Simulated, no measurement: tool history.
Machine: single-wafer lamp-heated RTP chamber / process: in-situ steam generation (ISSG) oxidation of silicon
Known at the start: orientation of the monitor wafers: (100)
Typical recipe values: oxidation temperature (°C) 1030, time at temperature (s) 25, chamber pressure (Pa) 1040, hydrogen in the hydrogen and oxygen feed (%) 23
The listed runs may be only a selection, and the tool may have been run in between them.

| run | hour | oxidation temperature (°C) | time at temperature (s) | chamber pressure (Pa) | hydrogen in the hydrogen and oxygen feed (%) | read-back reference wafer on the same gauge, thickness | oxide thickness on the monitor wafer (angstrom) |
|---|---|---|---|---|---|---|---|
| 1 | 0.0 | 1030 | 25 | 1040 | 23 | 7.798 | 68.35 |
| 2 | 6.8 | 1030 | 25 | 987 | 23 | 7.798 | 68.06 |
| 3 | 44.9 | 1030 | 25 | 987 | 23 | 7.803 | 68.13 |
| 4 | 91.6 | 1030 | 25 | 987 | 23 | 7.801 | 68.13 |
| 5 | 98.2 | 1030 | 25 | 1040 | 23 | 7.796 | 68.24 |
| 6 | 107.7 | 1030 | 25 | 1040 | 23 | 7.799 | 68.22 |
|  | 113.9 | gauge calibrated |
| 7 | 117.7 | 1030 | 25 | 1200 | 23 | 7.798 | 67.87 |
| 8 | 132.8 | 1030 | 25 | 1040 | 23 | 7.803 | 68.15 |
|  | 141.8 | pressure gauge zeroed |
| 9 | 148.7 | 1030 | 25 | 1040 | 23 | 7.800 | 68.32 |
| 10 | 165.9 | 1030 | 25 | 1040 | 23 | 7.800 | 68.48 |
| 11 | 172.2 | 1030 | 25 | 920 | 23 | 7.805 | 67.97 |
| 12 | 186.6 | 1030 | 25 | 1040 | 23 | 7.797 | 68.29 |

What does the tool deliver on the next run?
|  | 197.6 | hydrogen flow controller replaced |
| 13 | 198.1 | 1036 | 17 | 1040 | 20 | ? | ? |

read-back reference wafer on the same gauge, thickness: 7.799
oxide thickness on the monitor wafer (angstrom): 55.96
Take away the tool's hidden state, keep the run-to-run variation as it was, and the same run would have given oxide thickness on the monitor wafer (angstrom) 55.96.
